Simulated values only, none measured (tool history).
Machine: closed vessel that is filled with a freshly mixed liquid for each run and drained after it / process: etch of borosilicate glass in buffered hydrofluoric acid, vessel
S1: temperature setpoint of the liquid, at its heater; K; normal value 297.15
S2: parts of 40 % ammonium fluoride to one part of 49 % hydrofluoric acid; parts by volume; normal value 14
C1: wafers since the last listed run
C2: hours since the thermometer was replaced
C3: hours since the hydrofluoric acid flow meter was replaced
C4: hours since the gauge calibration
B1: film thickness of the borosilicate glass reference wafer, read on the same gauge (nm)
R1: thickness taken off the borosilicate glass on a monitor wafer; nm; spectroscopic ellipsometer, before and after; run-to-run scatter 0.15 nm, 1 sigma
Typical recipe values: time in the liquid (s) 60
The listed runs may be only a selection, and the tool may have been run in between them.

Run 1, hour 0: usual settings but time in the liquid (s) 35; C1 0; C2 2181.2; C3 1745.5; C4 132; B1 69.99. Result: R1 25.45 nm.
Run 2, hour 6: usual settings but time in the liquid (s) 35; C1 669; C2 2187.2; C3 1751.5; C4 138; B1 69.99. Result: R1 25.39 nm.
Run 3, hour 12.1: usual settings; C1 680; C2 2193.3; C3 1757.6; C4 144.1; B1 69.98. Result: R1 43.28 nm.
Run 4, hour 22.6: usual settings; C1 1171; C2 2203.8; C3 1768.1; C4 154.6; B1 69.97. Result: R1 43.63 nm.
Run 5, hour 30.4: usual settings but S1 294.65 K; C1 869; C2 2211.6; C3 1775.9; C4 162.4; B1 69.98. Result: R1 38.11 nm.
Run 6, hour 41.6: usual settings but S1 294.65 K; C1 1249; C2 2222.8; C3 1787.1; C4 173.6; B1 69.98. Result: R1 37.92 nm.
Run 7, hour 49.5: usual settings; C1 881; C2 2230.7; C3 1795; C4 181.5; B1 70.02. Result: R1 43.56 nm.
Run 8, hour 65: usual settings; C1 1728; C2 2246.2; C3 1810.5; C4 197; B1 69.98. Result: R1 43.13 nm.
Run 9, hour 73.4: usual settings; C1 936; C2 2254.6; C3 1818.9; C4 205.4; B1 69.99. Result: R1 43.11 nm.
Run 10, hour 82.9: usual settings but S2 12 parts by volume; C1 1059; C2 2264.1; C3 1828.4; C4 214.9; B1 69.99. Result: R1 50.25 nm.
At hour 87.2: hydrofluoric acid flow meter replaced.
Run 11, hour 96: usual settings but S1 298.65 K, S2 15.5 parts by volume, time in the liquid (s) 90; C1 1349; C2 2277.2; C3 8.8; C4 228; B1 69.96. Result: R1 73.69 nm.
Run 12, hour 108.9: usual settings; C1 1438; C2 2290.1; C3 21.7; C4 240.9; B1 69.97. Result: R1 50.03 nm.
At hour 112.6: gauge calibrated.
At hour 114.1: thermometer replaced.
Run 13, hour 124.4: usual settings but S1 299.15 K, S2 17 parts by volume, time in the liquid (s) 90; C1 1617; C2 10.3; C3 37.2; C4 11.8; B1 70.01. Result: R1 68.61 nm.
Run 14, hour 131.1: usual settings but S1 294.15 K, S2 19 parts by volume, time in the liquid (s) 70; C1 747; C2 17; C3 43.9; C4 18.5; B1 70. Result: R1 36.4 nm.
Run 15, hour 148: usual settings but S1 293.15 K, time in the liquid (s) 75; C1 1884; C2 33.9; C3 60.8; C4 35.4; B1 70. Result: R1 49.95 nm.
Run 16, hour 155.9: usual settings but S1 298.65 K, S2 12 parts by volume, time in the liquid (s) 75; C1 881; C2 41.8; C3 68.7; C4 43.3; B1 70.01. Result: R1 78.47 nm.
Run 17, hour 172.5: usual settings but S1 294.65 K, S2 16 parts by volume; C1 1851; C2 58.4; C3 85.3; C4 59.9; B1 69.98. Result: R1 38.04 nm.
Run 18, hour 185.8: usual settings; C1 1483; C2 71.7; C3 98.6; C4 73.2; B1 70.01. Result: R1 49.63 nm.
Run 19, hour 208.5: usual settings but S1 300.15 K, S2 12.5 parts by volume, time in the liquid (s) 40; C1 2531; C2 94.4; C3 121.3; C4 95.9; B1 70.02. Result: R1 43.37 nm.
Run 20, hour 218.1: usual settings but S1 301.15 K, S2 9 parts by volume; C1 1070; C2 104; C3 130.9; C4 105.5; B1 70. Result: R1 91.57 nm.

Alternative continuations, all from the tool just after run 20; predict every row:
Run A, hour 218.8: usual settings but time in the liquid (s) 85; C1 78; C2 104.7; C3 131.6; C4 106.2; B1 ?. Result: R1 ?.
Run B, hour 218.8: usual settings but S1 301.15 K, S2 19 parts by volume, time in the liquid (s) 45; C1 78; C2 104.7; C3 131.6; C4 106.2; B1 ?. Result: R1 ?.
Run C, hour 218.8: usual settings but S1 294.15 K, S2 17.5 parts by volume, time in the liquid (s) 50; C1 78; C2 104.7; C3 131.6; C4 106.2; B1 ?. Result: R1 ?.
Run D, hour 218.8: usual settings but S1 301.65 K, S2 18.5 parts by volume, time in the liquid (s) 75; C1 78; C2 104.7; C3 131.6; C4 106.2; B1 ?. Result: R1 ?.
Run E, hour 218.8: usual settings but S1 293.65 K, S2 9.5 parts by volume, time in the liquid (s) 95; C1 78; C2 104.7; C3 131.6; C4 106.2; B1 ?. Result: R1 ?.

run     B1     R1
  A  69.97  69.93
  B  69.97  33.84
  C  69.97  28.03
  D  69.97  59.45
  E  69.97  93.59
Without the tool's unlogged condition, the same runs would have read:
run     R1
  A  70.71
  B  34.22
  C  28.34
  D  60.12
  E  94.27
